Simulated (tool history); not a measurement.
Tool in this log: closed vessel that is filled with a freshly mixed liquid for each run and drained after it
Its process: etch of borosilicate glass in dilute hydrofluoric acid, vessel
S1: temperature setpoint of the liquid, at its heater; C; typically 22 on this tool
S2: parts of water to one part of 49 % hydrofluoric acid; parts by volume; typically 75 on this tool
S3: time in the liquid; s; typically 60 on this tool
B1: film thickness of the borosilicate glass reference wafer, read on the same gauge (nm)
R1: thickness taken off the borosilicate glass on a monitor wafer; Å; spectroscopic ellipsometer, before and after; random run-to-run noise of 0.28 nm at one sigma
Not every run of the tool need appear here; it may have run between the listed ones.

| run | hour | S1 | S2 | S3 | B1 | R1 |
|---|---|---|---|---|---|---|
| 1 | 0 | 22 | 75 | 60 | 49.99 | 310 |
| 2 | 17.2 | 21 | 75 | 60 | 49.99 | 295.3 |
| 3 | 52.6 | 21 | 75 | 60 | 49.99 | 295.4 |
| 4 | 67.5 | 22 | 75 | 60 | 50 | 312.7 |
| 5 | 90.6 | 22 | 75 | 70 | 49.97 | 358.9 |
| 6 | 117.3 | 22 | 75 | 60 | 49.98 | 308.8 |
| 7 | 134.9 | 22 | 75 | 60 | 50 | 309.6 |
| 8 | 150.3 | 22 | 75 | 60 | 49.98 | 312.5 |
| 9 | 176.3 | 22 | 75 | 45 | 50 | 234.7 |
| 10 | 198.9 | 22 | 75 | 45 | 50.01 | 235.4 |
| 11 | 290.5 | 22 | 75 | 45 | 50.03 | 232 |
| 12 | 325.7 | 22 | 75 | 40 | 50.01 | 212.1 |
|  | 349.6 | thermometer replaced |
| 13 | 355 | 22 | 75 | 40 | 50.05 | 195.6 |
|  | 366.4 | gauge calibrated |
| 14 | 460.7 | 22 | 75 | 60 | 50.01 | 297 |
| 15 | 518.3 | 23.5 | 105 | 60 | 50.03 | 217.8 |
| 16 | 538.2 | 23.5 | 105 | 60 | 49.99 | 217.8 |
| 17 | 568.7 | 20.5 | 100 | 45 | 50.03 | 151.6 |
| 18 | 588.3 | 23.5 | 105 | 60 | 50.02 | 217.6 |
| 19 | 604.1 | 19 | 55 | 35 | 50.07 | 213.6 |
| 20 | 624.9 | 19 | 55 | 80 | 49.99 | 491.4 |
| 21 | 717.6 | 22 | 65 | 30 | 49.99 | 174.1 |
|  | 726.2 | hydrofluoric acid flow meter replaced |
| 22 | 739.2 | 22 | 75 | 60 | 50 | 303.1 |
| 23 | 756.1 | 22 | 75 | 60 | 49.97 | 300.8 |
| 24 | 784.2 | 24 | 45 | 35 | 49.96 | 335.8 |
| 25 | 819 | 22 | 75 | 60 | 49.97 | 302.4 |
| 26 | 850.8 | 22 | 75 | 35 | 50.03 | 177.2 |
| 27 | 880 | 18.5 | 75 | 70 | 50.01 | 307.9 |
| 28 | 904.7 | 22 | 75 | 80 | 50.02 | 412.2 |
|  | 933.2 | gauge calibrated |
| 29 | 936.9 | 24 | 75 | 60 | 50.01 | 328.3 |
| 30 | 951.9 | 18 | 35 | 40 | 50.07 | 390.8 |
| 31 | 967.7 | 25.5 | 110 | 40 | 50.04 | 155.4 |
| 32 | 984.7 | 20.5 | 75 | 45 | 49.96 | 216.6 |

3 ways to go on from here, each from the tool as it stands after run 32. What would each give?
| A | 985.4 | 22 | 75 | 60 | ? | ? |
| B | 985.4 | 19.5 | 75 | 40 | ? | ? |
| C | 985.4 | 19 | 95 | 95 | ? | ? |

| run | B1 | R1 |
|---|---|---|
| A | 50 | 305.8 |
| B | 50 | 183.9 |
| C | 50 | 330.1 |
The same runs, with their run-to-run variation unchanged, on a tool lacking any hidden condition would have given:
| run | R1 |
|---|---|
| A | 292.2 |
| B | 175.6 |
| C | 315.3 |
